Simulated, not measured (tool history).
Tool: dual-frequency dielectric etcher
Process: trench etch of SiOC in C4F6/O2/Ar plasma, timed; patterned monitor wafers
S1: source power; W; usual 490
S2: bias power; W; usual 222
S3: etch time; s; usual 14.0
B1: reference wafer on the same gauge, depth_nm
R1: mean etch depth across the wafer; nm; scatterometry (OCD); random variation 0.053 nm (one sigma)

Run 1, hour 0.0: usual settings; B1 40.90. Result: R1 36.24 nm.
Run 2, hour 59.1: usual settings; B1 40.90. Result: R1 36.23 nm.
Run 3, hour 153.0: usual settings; B1 40.89. Result: R1 36.48 nm.
Run 4, hour 201.2: usual settings but S2 253 W; B1 40.90. Result: R1 38.17 nm.
Run 5, hour 280.8: usual settings but S2 242 W; B1 40.91. Result: R1 37.76 nm.
At hour 320.5: wet clean of the chamber.
Run 6, hour 330.4: usual settings; B1 40.91. Result: R1 36.22 nm.
Run 7, hour 398.1: usual settings; B1 40.89. Result: R1 36.45 nm.
Run 8, hour 491.6: usual settings but S3 15.5 s; B1 40.90. Result: R1 40.43 nm.
At hour 584.9: upper electrode replaced.
Run 9, hour 591.6: usual settings but S2 244 W, S3 12.5 s; B1 40.91. Result: R1 33.93 nm.
Run 10, hour 663.6: usual settings but S2 244 W, S3 12.5 s; B1 40.91. Result: R1 34.05 nm.
At hour 725.9: wet clean of the chamber.
Run 11, hour 764.4: usual settings; B1 40.91. Result: R1 36.44 nm.
Run 12, hour 864.8: usual settings but S1 600 W, S2 172 W, S3 10.5 s; B1 40.91. Result: R1 27.35 nm.
At hour 881.1: gauge calibrated.
Run 13, hour 901.7: usual settings but S1 600 W, S2 172 W, S3 10.5 s; B1 40.90. Result: R1 27.47 nm.
At hour 948.5: source power generator calibrated.
Run 14, hour 965.6: usual settings but S1 590 W, S3 11.5 s; B1 40.90. Result: R1 31.50 nm.
Run 15, hour 1002.5: usual settings but S1 540 W, S2 207 W, S3 11.5 s; B1 40.89. Result: R1 29.94 nm.
At hour 1077.4: wet clean of the chamber.
Run 16, hour 1089.7: usual settings but S1 570 W, S2 239 W, S3 11.5 s; B1 40.90. Result: R1 31.52 nm.
At hour 1115.4: bias power generator calibrated.
Run 17, hour 1129.3: usual settings but S1 610 W, S2 237 W, S3 16.0 s; B1 40.89. Result: R1 44.82 nm.
Run 18, hour 1184.7: usual settings; B1 40.90. Result: R1 35.69 nm.
Run 19, hour 1272.1: usual settings but S1 520 W, S2 178 W, S3 10.5 s; B1 40.89. Result: R1 25.62 nm.
Run 20, hour 1346.8: usual settings; B1 40.89. Result: R1 36.03 nm.
Run 21, hour 1400.0: usual settings but S2 254 W; B1 40.90. Result: R1 37.56 nm.
Run 22, hour 1438.2: usual settings but S2 240 W; B1 40.91. Result: R1 37.06 nm.

Forecast each of these 4 alternatives for the next run:
Run A, hour 1438.6: usual settings but S3 11.5 s; B1 ?. Result: R1 ?.
Run B, hour 1438.6: usual settings but S1 580 W, S3 11.5 s; B1 ?. Result: R1 ?.
Run C, hour 1438.6: usual settings but S1 560 W, S2 264 W, S3 17.0 s; B1 ?. Result: R1 ?.
Run D, hour 1438.6: usual settings but S1 600 W, S2 253 W, S3 12.0 s; B1 ?. Result: R1 ?.

run     B1     R1
  A  40.89  29.71
  B  40.89  31.58
  C  40.89  48.70
  D  40.89  34.77
Without the tool's hidden state the same runs would have given:
run     R1
  A  29.29
  B  31.13
  C  48.02
  D  34.28
